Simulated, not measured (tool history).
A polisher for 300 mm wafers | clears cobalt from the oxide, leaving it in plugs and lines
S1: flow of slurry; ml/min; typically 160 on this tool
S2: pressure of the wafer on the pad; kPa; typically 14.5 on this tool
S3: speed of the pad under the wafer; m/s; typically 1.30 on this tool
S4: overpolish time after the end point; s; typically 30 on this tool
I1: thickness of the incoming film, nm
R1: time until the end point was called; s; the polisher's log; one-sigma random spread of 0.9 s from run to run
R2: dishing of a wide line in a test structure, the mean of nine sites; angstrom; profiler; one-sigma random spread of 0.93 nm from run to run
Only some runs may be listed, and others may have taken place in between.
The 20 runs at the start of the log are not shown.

Run 21, hour 1848.4: usual settings; I1 314.5. Result: R1 53.1 s, R2 498 angstrom.
Run 22, hour 1945.5: usual settings but S1 210 ml/min; I1 318.2. Result: R1 52.4 s, R2 499 angstrom.
Run 23, hour 2034.1: usual settings but S1 125 ml/min, S2 18.6 kPa; I1 320.2. Result: R1 46.0 s, R2 507 angstrom.
Run 24, hour 2072.1: usual settings but S1 180 ml/min, S3 1.12 m/s; I1 320.7. Result: R1 61.1 s, R2 509 angstrom.
Run 25, hour 2163.9: usual settings; I1 324.3. Result: R1 59.1 s, R2 495 angstrom.
Run 26, hour 2215.8: usual settings; I1 314.2. Result: R1 60.4 s, R2 502 angstrom.
Run 27, hour 2296.5: usual settings but S2 13.1 kPa, S3 1.46 m/s; I1 319.4. Result: R1 63.8 s, R2 498 angstrom.
At hour 2304.8: head pressure recalibrated.
Run 28, hour 2375.8: usual settings but S3 0.98 m/s; I1 318.9. Result: R1 65.0 s, R2 500 angstrom.
Run 29, hour 2426.2: usual settings; I1 315.1. Result: R1 56.4 s, R2 503 angstrom.
At hour 2484.9: worn pad replaced by a new one.
Run 30, hour 2533.7: usual settings; I1 320.3. Result: R1 61.8 s, R2 482 angstrom.
At hour 2535.9: slurry nozzle cleaned.
Run 31, hour 2627.0: usual settings but S1 130 ml/min, S2 11.7 kPa, S3 1.56 m/s; I1 320.2. Result: R1 59.5 s, R2 501 angstrom.
Run 32, hour 2709.3: usual settings; I1 315.1. Result: R1 52.3 s, R2 500 angstrom.
Run 33, hour 2809.2: usual settings but S1 130 ml/min, S2 16.5 kPa, S4 43 s; I1 316.7. Result: R1 50.0 s, R2 511 angstrom.
Run 34, hour 2890.1: usual settings but S3 0.96 m/s, S4 17 s; I1 325.7. Result: R1 66.2 s, R2 403 angstrom.

Here are 4 independent what-if runs from the current tool condition. What would each one return?
Run A, hour 2890.5: usual settings; I1 318.3. Result: R1 ?, R2 ?.
Run B, hour 2890.5: usual settings but S3 1.04 m/s, S4 35 s; I1 318.3. Result: R1 ?, R2 ?.
Run C, hour 2890.5: usual settings but S3 1.14 m/s, S4 19 s; I1 318.3. Result: R1 ?, R2 ?.
Run D, hour 2890.5: usual settings but S2 15.9 kPa, S3 0.96 m/s; I1 318.3. Result: R1 ?, R2 ?.

run    R1   R2
  A  54.0  492
  B  61.4  495
  C  58.3  439
  D  58.5  488
The same runs, with their run-to-run variation unchanged, on a tool lacking any hidden condition would have given:
run    R1   R2
  A  52.2  494
  B  59.4  496
  C  56.4  444
  D  56.6  490
